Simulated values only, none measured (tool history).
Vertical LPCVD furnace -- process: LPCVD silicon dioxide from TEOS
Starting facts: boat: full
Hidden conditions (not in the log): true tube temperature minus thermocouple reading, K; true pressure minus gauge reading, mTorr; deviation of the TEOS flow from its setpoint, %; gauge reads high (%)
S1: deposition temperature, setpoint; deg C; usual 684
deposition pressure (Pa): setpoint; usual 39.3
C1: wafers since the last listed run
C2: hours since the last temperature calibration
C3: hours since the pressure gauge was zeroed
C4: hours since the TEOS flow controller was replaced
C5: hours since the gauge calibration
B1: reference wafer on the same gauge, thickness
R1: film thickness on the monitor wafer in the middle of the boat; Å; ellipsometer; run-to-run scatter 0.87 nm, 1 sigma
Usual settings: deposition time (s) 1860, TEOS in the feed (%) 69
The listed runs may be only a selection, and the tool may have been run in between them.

Run 1, day 0.000: usual settings; C1 0; C2 1173.0; C3 3861.3; C4 2384.5; C5 38.6; B1 181.51. Result: R1 1517.4 Å.
At day 4.154: pressure gauge zeroed.
Run 2, day 5.021: usual settings; C1 963; C2 1293.5; C3 20.8; C4 2505.0; C5 159.1; B1 183.25. Result: R1 1541.7 Å.
Run 3, day 7.625: usual settings; C1 624; C2 1356.0; C3 83.3; C4 2567.5; C5 221.6; B1 184.10. Result: R1 1537.2 Å.
Run 4, day 8.712: usual settings but deposition time (s) 2220; C1 260; C2 1382.1; C3 109.4; C4 2593.6; C5 247.7; B1 184.14. Result: R1 1836.6 Å.
Run 5, day 10.142: usual settings; C1 342; C2 1416.4; C3 143.7; C4 2627.9; C5 282.0; B1 185.06. Result: R1 1544.1 Å.
Run 6, day 12.117: usual settings; C1 473; C2 1463.8; C3 191.1; C4 2675.3; C5 329.4; B1 185.63. Result: R1 1559.1 Å.
Run 7, day 14.654: usual settings; C1 608; C2 1524.7; C3 252.0; C4 2736.2; C5 390.3; B1 185.69. Result: R1 1556.8 Å.
Run 8, day 17.112: usual settings; C1 589; C2 1583.7; C3 311.0; C4 2795.2; C5 449.3; B1 186.59. Result: R1 1572.3 Å.
Run 9, day 18.875: usual settings but deposition time (s) 2400, TEOS in the feed (%) 82; C1 422; C2 1626.0; C3 353.3; C4 2837.5; C5 491.6; B1 186.77. Result: R1 2176.2 Å.
Run 10, day 21.046: usual settings but TEOS in the feed (%) 62; C1 520; C2 1678.1; C3 405.4; C4 2889.6; C5 543.7; B1 187.45. Result: R1 1485.5 Å.
Run 11, day 23.812: usual settings but S1 694 deg C, deposition pressure (Pa) 36.7, deposition time (s) 1320; C1 663; C2 1744.5; C3 471.8; C4 2956.0; C5 610.1; B1 187.71. Result: R1 1368.4 Å.
Run 12, day 25.704: usual settings but S1 690 deg C; C1 453; C2 1789.9; C3 517.2; C4 3001.4; C5 655.5; B1 187.96. Result: R1 1815.3 Å.
At day 27.450: TEOS flow controller replaced.
Run 13, day 28.679: usual settings but S1 677 deg C, deposition pressure (Pa) 32.0, deposition time (s) 2280; C1 473; C2 1861.3; C3 588.6; C4 29.5; C5 726.9; B1 188.31. Result: R1 1477.8 Å.
Run 14, day 30.796: usual settings but S1 687 deg C, TEOS in the feed (%) 64; C1 507; C2 1912.1; C3 639.4; C4 80.3; C5 777.7; B1 188.71. Result: R1 1638.1 Å.
Run 15, day 32.038: usual settings but deposition pressure (Pa) 31.3; C1 297; C2 1941.9; C3 669.2; C4 110.1; C5 807.5; B1 188.95. Result: R1 1410.0 Å.
Run 16, day 35.012: usual settings but S1 693 deg C; C1 713; C2 2013.3; C3 740.6; C4 181.5; C5 878.9; B1 189.29. Result: R1 1973.8 Å.
Run 17, day 36.788: usual settings but deposition pressure (Pa) 48.7; C1 425; C2 2055.9; C3 783.2; C4 224.1; C5 921.5; B1 189.51. Result: R1 1765.9 Å.
At day 38.317: thermocouples replaced and temperature profile calibrated.
Run 18, day 38.338: usual settings but S1 678 deg C, deposition pressure (Pa) 48.7, deposition time (s) 2100, TEOS in the feed (%) 74; C1 131; C2 0.5; C3 820.4; C4 261.3; C5 958.7; B1 190.01. Result: R1 1785.0 Å.
Run 19, day 40.062: usual settings but S1 693 deg C, deposition time (s) 1530, TEOS in the feed (%) 65; C1 413; C2 41.9; C3 861.8; C4 302.7; C5 1000.1; B1 189.94. Result: R1 1587.6 Å.
Run 20, day 41.492: usual settings; C1 342; C2 76.2; C3 896.1; C4 337.0; C5 1034.4; B1 190.40. Result: R1 1597.9 Å.
Run 21, day 43.117: usual settings but S1 689 deg C, deposition time (s) 2400; C1 389; C2 115.2; C3 935.1; C4 376.0; C5 1073.4; B1 190.79. Result: R1 2323.5 Å.
Run 22, day 45.358: usual settings but TEOS in the feed (%) 82; C1 537; C2 169.0; C3 988.9; C4 429.8; C5 1127.2; B1 190.33. Result: R1 1728.8 Å.
Run 23, day 47.575: usual settings; C1 531; C2 222.2; C3 1042.1; C4 483.0; C5 1180.4; B1 191.05. Result: R1 1602.7 Å.
Run 24, day 48.904: usual settings; C1 318; C2 254.1; C3 1074.0; C4 514.9; C5 1212.3; B1 190.79. Result: R1 1593.1 Å.
Run 25, day 50.258: usual settings but deposition pressure (Pa) 48.7, deposition time (s) 2160, TEOS in the feed (%) 82; C1 324; C2 286.6; C3 1106.5; C4 547.4; C5 1244.8; B1 191.09. Result: R1 2230.3 Å.
Run 26, day 52.408: usual settings but deposition time (s) 2130; C1 515; C2 338.2; C3 1158.1; C4 599.0; C5 1296.4; B1 191.25. Result: R1 1830.2 Å.
Run 27, day 53.621: usual settings; C1 290; C2 367.3; C3 1187.2; C4 628.1; C5 1325.5; B1 190.91. Result: R1 1614.2 Å.
Run 28, day 55.983: usual settings but deposition pressure (Pa) 48.7, deposition time (s) 2160, TEOS in the feed (%) 82; C1 566; C2 424.0; C3 1243.9; C4 684.8; C5 1382.2; B1 191.24. Result: R1 2253.8 Å.
Run 29, day 58.233: usual settings but S1 680 deg C; C1 539; C2 478.0; C3 1297.9; C4 738.8; C5 1436.2; B1 191.45. Result: R1 1449.8 Å.
Run 30, day 59.325: usual settings but deposition pressure (Pa) 32.0; C1 261; C2 504.2; C3 1324.1; C4 765.0; C5 1462.4; B1 191.84. Result: R1 1445.4 Å.
Run 31, day 61.183: usual settings but S1 675 deg C, deposition time (s) 2490, TEOS in the feed (%) 58; C1 445; C2 548.8; C3 1368.7; C4 809.6; C5 1507.0; B1 191.62. Result: R1 1568.2 Å.

Some steps in R1, run to run, broken into two amounts with sign: the step expected even without the hidden condition (settings, incoming material, random variation), and the rest, left for the hidden condition together with whatever gauge scatter is not in both the measured and the hidden-condition-free result:
Run 9 -> 10: deposition time (s) 2400 -> 1860, TEOS in the feed (%) 82 -> 62. R1 -690.7 Å: hidden state -18.2, all else -672.5.
Run 20 -> 21: S1 684 -> 689, deposition time (s) 1860 -> 2400. R1 +725.6 Å: hidden state +36.7, all else +688.9.
Run 27 -> 28: deposition pressure (Pa) 39.3 -> 48.7, deposition time (s) 1860 -> 2160, TEOS in the feed (%) 69 -> 82. R1 +639.6 Å: hidden state +35.8, all else +603.8.
Run 28 -> 29: S1 684 -> 680, deposition pressure (Pa) 48.7 -> 39.3, deposition time (s) 2160 -> 1860, TEOS in the feed (%) 82 -> 69. R1 -804.0 Å: hidden state -42.4, all else -761.6.

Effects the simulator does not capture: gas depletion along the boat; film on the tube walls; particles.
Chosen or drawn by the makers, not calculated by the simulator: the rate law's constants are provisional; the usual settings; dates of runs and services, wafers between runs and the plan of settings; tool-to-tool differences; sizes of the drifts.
